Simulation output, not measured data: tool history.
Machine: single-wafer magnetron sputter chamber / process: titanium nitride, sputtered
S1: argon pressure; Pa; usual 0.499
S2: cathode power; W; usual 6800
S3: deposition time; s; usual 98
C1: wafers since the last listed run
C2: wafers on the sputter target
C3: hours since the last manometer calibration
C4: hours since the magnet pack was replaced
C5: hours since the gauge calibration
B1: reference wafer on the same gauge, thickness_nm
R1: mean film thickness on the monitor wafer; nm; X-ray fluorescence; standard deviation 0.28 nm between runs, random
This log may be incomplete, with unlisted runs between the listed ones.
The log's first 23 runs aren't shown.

run     day     S1    S2     S3   C1    C2     C3     C4     C5       B1       R1
 24  46.192  0.692  6800   82.3  559  3328  406.8  238.4  129.7  110.959   96.623
     48.521  -- sputter target and shields replaced
 25  48.796  0.499  6800     98  548    66  469.3  300.9  192.2  110.961  126.608
 26  50.054  0.386  6150  110.3  303   370  499.5  331.1  222.4  111.091  135.435
 27  51.358   0.67  6800   92.8  314   685  530.8  362.4  253.7  111.012  110.357
 28  53.683  0.499  6800  112.5  561  1247  586.6  418.2  309.5  111.031  145.357
 29  56.204  0.387  7650     93  608  1855  647.1  478.7    370  110.996  142.901
 30      58  0.499  6800     98  433  2289  690.2  521.8  413.1  111.021  126.634
 31  59.838  0.499  6800     98  443  2733  734.3  565.9  457.2  111.035   126.53
 32  61.321  0.499  6800     98  358  3091  769.9  601.5  492.8  111.014  126.417
 33    62.6  0.381  7800     98  308  3400  800.6  632.2  523.5  110.959  154.449
      64.85  -- sputter target and shields replaced
 34  65.017  0.649  5500     98  503    40  858.6  690.2  581.5  110.986   95.318
 35  67.946  0.421  6800  110.4  707   747  928.9  760.5  651.8   110.86  148.003

Each row is a separate what-if for the run after 35, all from the same tool condition, not one after another. Results?
  A  67.962  0.499  6800  107.5   4  751  929.3  760.9  652.2   ?   ?
  B  67.962  0.669  7750  113.8   4  751  929.3  760.9  652.2   ?   ?
  C  67.962  0.676  7850     98   4  751  929.3  760.9  652.2   ?   ?
  D  67.962  0.499  6800   90.5   4  751  929.3  760.9  652.2   ?   ?

run       B1       R1
  A  110.926  139.018
  B  110.926  154.495
  C  110.926  134.314
  D  110.926  117.034
Had the tool no hidden state, the same runs would have come out as:
run       R1
  A  139.018
  B  154.495
  C  134.314
  D  117.034
